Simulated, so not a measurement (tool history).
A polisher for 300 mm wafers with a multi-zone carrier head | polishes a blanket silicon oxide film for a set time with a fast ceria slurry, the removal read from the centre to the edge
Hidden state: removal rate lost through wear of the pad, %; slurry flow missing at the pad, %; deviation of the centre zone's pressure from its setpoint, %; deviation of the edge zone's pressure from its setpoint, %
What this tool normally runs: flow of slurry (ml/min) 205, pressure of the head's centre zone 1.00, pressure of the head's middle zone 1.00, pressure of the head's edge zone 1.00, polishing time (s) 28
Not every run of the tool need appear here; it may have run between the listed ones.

run   hour  flow of slurry (ml/min)  pressure of the head's centre zone  pressure of the head's middle zone  pressure of the head's edge zone  polishing time (s)  wafers since the last listed run  wafers polished on this pad  hours since the slurry nozzle was cleaned  hours since the centre zone pressure was calibrated  hours since the edge zone pressure was calibrated  hours since the carrier head's membrane was replaced  incoming thickness of the incoming film, nm  film removed at the wafer's centre (Å)  film removed at mid-radius (Å)  film removed at the wafer's edge (Å)
  1    0.0                      235                                1.00                                1.00                              1.00                  21                                 0                          702                                      492.7                                                  0.5                                              496.4                                                 822.5                                       1650.4                                    3384                            3407                                  3337
  2   31.6                      205                                1.00                                1.00                              1.00                  21                               273                          975                                      524.3                                                 32.1                                              528.0                                                 854.1                                       1633.8                                    3238                            3276                                  3243
      43.6  -- edge zone pressure recalibrated
  3   60.5                      205                                0.89                                1.00                              1.00                  28                               232                         1208                                      553.2                                                 61.0                                               16.9                                                 883.0                                       1617.7                                    3779                            4287                                  4307
      69.0  -- carrier head's membrane replaced by a new one
  4   95.6                      205                                1.00                                1.00                              1.00                  28                               260                         1468                                      588.3                                                 96.1                                               52.0                                                  26.6                                       1663.1                                    4280                            4301                                  4208
     108.8  -- worn pad replaced by a new one
     127.0  -- slurry nozzle cleaned
  5  129.8                      205                                1.00                                1.10                              1.00                  28                               252                          173                                        2.8                                                130.3                                               86.2                                                  60.8                                       1635.5                                    4685                            4988                                  4547
  6  153.8                      205                                1.00                                1.00                              1.00                  28                               207                          380                                       26.8                                                154.3                                              110.2                                                  84.8                                       1650.8                                    4637                            4604                                  4508
  7  178.6                      205                                1.00                                1.00                              1.00                  28                               214                          595                                       51.6                                                179.1                                              135.0                                                 109.6                                       1671.5                                    4591                            4621                                  4590
  8  193.7                      205                                0.94                                1.00                              1.00                  28                               130                          726                                       66.7                                                194.2                                              150.1                                                 124.7                                       1671.8                                    4392                            4583                                  4584
  9  218.8                      270                                1.09                                1.00                              1.06                  38                               217                          943                                       91.8                                                219.3                                              175.2                                                 149.8                                       1664.1                                    7163                            6544                                  6604
 10  265.6                      270                                1.00                                1.00                              1.00                  28                               405                         1348                                      138.6                                                266.1                                              222.0                                                 196.6                                       1669.7                                    4809                            4795                                  4585
 11  298.4                      205                                1.00                                0.93                              0.88                  28                               283                         1632                                      171.4                                                298.9                                              254.8                                                 229.4                                       1659.5                                    4563                            4257                                  4238
     330.1  -- worn pad replaced by a new one
 12  333.1                      205                                0.93                                1.00                              1.10                  24                               265                           26                                      206.1                                                333.6                                              289.5                                                 264.1                                       1659.2                                    3637                            3931                                  4058
     342.7  -- centre zone pressure recalibrated
 13  360.5                      205                                1.00                                1.00                              1.00                  28                               219                          245                                      233.5                                                 17.8                                              316.9                                                 291.5                                       1640.9                                    4576                            4506                                  4366
 14  385.5                      205                                1.00                                1.00                              1.00                  28                               216                          462                                      258.5                                                 42.8                                              341.9                                                 316.5                                       1637.6                                    4527                            4519                                  4465
 15  421.0                      205                                1.00                                1.00                              1.00                  28                               307                          769                                      294.0                                                 78.3                                              377.4                                                 352.0                                       1657.3                                    4527                            4475                                  4455
 16  442.9                      205                                1.00                                1.00                              1.09                  34                               189                          959                                      315.9                                                100.2                                              399.3                                                 373.9                                       1653.6                                    5457                            5492                                  5621
 17  458.7                      205                                1.00                                1.00                              1.00                  28                               136                         1095                                      331.7                                                116.0                                              415.1                                                 389.7                                       1650.1                                    4428                            4459                                  4504
 18  483.9                      205                                1.00                                1.05                              1.00                  32                               218                         1314                                      356.9                                                141.2                                              440.3                                                 414.9                                       1646.7                                    5131                            5296                                  5135
 19  499.8                      205                                1.00                                1.00                              1.00                  28                               137                         1451                                      372.8                                                157.1                                              456.2                                                 430.8                                       1649.1                                    4398                            4426                                  4441
     519.6  -- worn pad replaced by a new one
 20  524.2                      205                                0.96                                1.00                              1.00                  20                               176                           39                                      397.2                                                181.5                                              480.6                                                 455.2                                       1647.9                                    3020                            3179                                  3190

Run 21 has not been measured yet. What should we expect?
 21  537.0                      145                                1.00                                1.00                              1.00                  28                               110                          150                                      410.0                                                194.3                                              493.4                                                 468.0                                       1637.9                                       ?                               ?                                     ?

film removed at the wafer's centre (Å): 3989
film removed at mid-radius (Å): 4078
film removed at the wafer's edge (Å): 4083
Take away the tool's hidden state, keep the run-to-run variation as it was, and the same run would have given film removed at the wafer's centre (Å) 4344, film removed at mid-radius (Å) 4393, film removed at the wafer's edge (Å) 4299.
